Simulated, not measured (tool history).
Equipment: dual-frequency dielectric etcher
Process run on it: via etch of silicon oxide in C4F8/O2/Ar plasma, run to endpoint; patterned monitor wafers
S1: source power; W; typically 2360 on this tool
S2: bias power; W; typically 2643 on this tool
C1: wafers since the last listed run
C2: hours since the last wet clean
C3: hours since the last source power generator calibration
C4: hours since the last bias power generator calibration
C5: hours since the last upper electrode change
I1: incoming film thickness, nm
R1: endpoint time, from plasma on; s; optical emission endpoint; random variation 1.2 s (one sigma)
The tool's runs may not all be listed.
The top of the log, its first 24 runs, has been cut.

run	hour	S1	S2	C1	C2	C3	C4	C5	I1	R1
25	1109.4	2790	2643	308	152.7	120.5	378.8	580.7	1117.3	173.0
26	1163.2	1830	2447	258	206.5	174.3	432.6	634.5	1116.6	207.9
27	1234.5	2150	2130	342	277.8	245.6	503.9	705.8	1107.4	206.1
28	1293.7	2870	3059	284	337.0	304.8	563.1	765.0	1119.9	163.1
29	1323.0	2120	2643	140	366.3	334.1	592.4	794.3	1117.9	196.6
30	1351.0	2360	3017	134	394.3	362.1	620.4	822.3	1113.4	179.1
31	1379.5	2510	3197	136	422.8	390.6	648.9	850.8	1120.8	173.0
32	1414.8	2820	2414	169	458.1	425.9	684.2	886.1	1120.0	186.4
33	1454.7	2160	2313	191	498.0	465.8	724.1	926.0	1117.5	205.0
34	1525.7	2360	2182	340	569.0	536.8	795.1	997.0	1104.1	203.6

5 ways to go on from here, each from the tool as it stands after run 34. What would each give?
A	1526.2	2360	2643	2	569.5	537.3	795.6	997.5	1115.4	?
B	1526.2	2580	3027	2	569.5	537.3	795.6	997.5	1115.4	?
C	1526.2	2360	2206	2	569.5	537.3	795.6	997.5	1115.4	?
D	1526.2	2640	2926	2	569.5	537.3	795.6	997.5	1115.4	?
E	1526.2	1900	2643	2	569.5	537.3	795.6	997.5	1115.4	?

run	R1
A	189.1
B	174.1
C	202.2
D	174.8
E	204.5
Without the tool's hidden state the same runs would have given:
run	R1
A	181.6
B	167.2
C	194.1
D	167.9
E	196.4
